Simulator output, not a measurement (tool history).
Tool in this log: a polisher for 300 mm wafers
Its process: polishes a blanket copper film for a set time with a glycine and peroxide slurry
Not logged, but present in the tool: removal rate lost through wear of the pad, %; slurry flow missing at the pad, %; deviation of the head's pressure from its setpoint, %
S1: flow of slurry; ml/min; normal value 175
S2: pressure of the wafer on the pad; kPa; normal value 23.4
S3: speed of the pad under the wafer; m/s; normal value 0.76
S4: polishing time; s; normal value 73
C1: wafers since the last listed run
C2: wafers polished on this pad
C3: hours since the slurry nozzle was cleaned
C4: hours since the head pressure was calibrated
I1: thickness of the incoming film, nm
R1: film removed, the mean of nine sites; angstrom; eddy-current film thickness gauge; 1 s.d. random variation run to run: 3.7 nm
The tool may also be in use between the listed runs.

run   hour   S1    S2    S3  S4  C1   C2     C3      C4      I1    R1
  1    0.0  175  23.4  0.76  89   0  362  284.2  1157.3  1435.1  4998
  2   10.4  175  23.4  0.76  89  57  419  294.6  1167.7  1454.3  4905
  3   20.0  175  23.4  0.56  73  52  472  304.2  1177.3  1437.2  3132
  4   31.1  175  23.4  0.56  73  61  533  315.3  1188.4  1484.6  3109
  5   39.6  175  23.4  0.56  73  46  580  323.8  1196.9  1461.9  3049
  6   55.7  175  23.4  0.76  73  88  669  339.9  1213.0  1445.9  3831
      64.6  -- worn pad replaced by a new one
  7   71.7  175  23.4  0.76  73  66   39  355.9  1229.0  1438.8  4201
      84.1  -- head pressure recalibrated
  8   84.6  175  23.4  0.62  93  59   99  368.8     0.5  1476.1  4533
     100.8  -- slurry nozzle cleaned
  9  101.3  200  17.9  0.76  73  86  185    0.5    17.2  1453.4  3698
 10  110.6  175  23.4  0.76  73  51  236    9.8    26.5  1472.6  4141
 11  118.4  175  23.4  0.52  55  42  279   17.6    34.3  1456.2  2291
 12  130.7  155  23.4  0.76  73  67  347   29.9    46.6  1488.3  4014
 13  144.1  230  26.2  0.60  80  73  421   43.3    60.0  1461.4  4071

What does the tool deliver on the next run?
 14  159.0  140  23.4  0.68  73  82  503  58.2  74.9  1460.6   ?

Run 14 came out at R1 3444 angstrom.
Without the tool's hidden state the same run would have given R1 3700 angstrom.
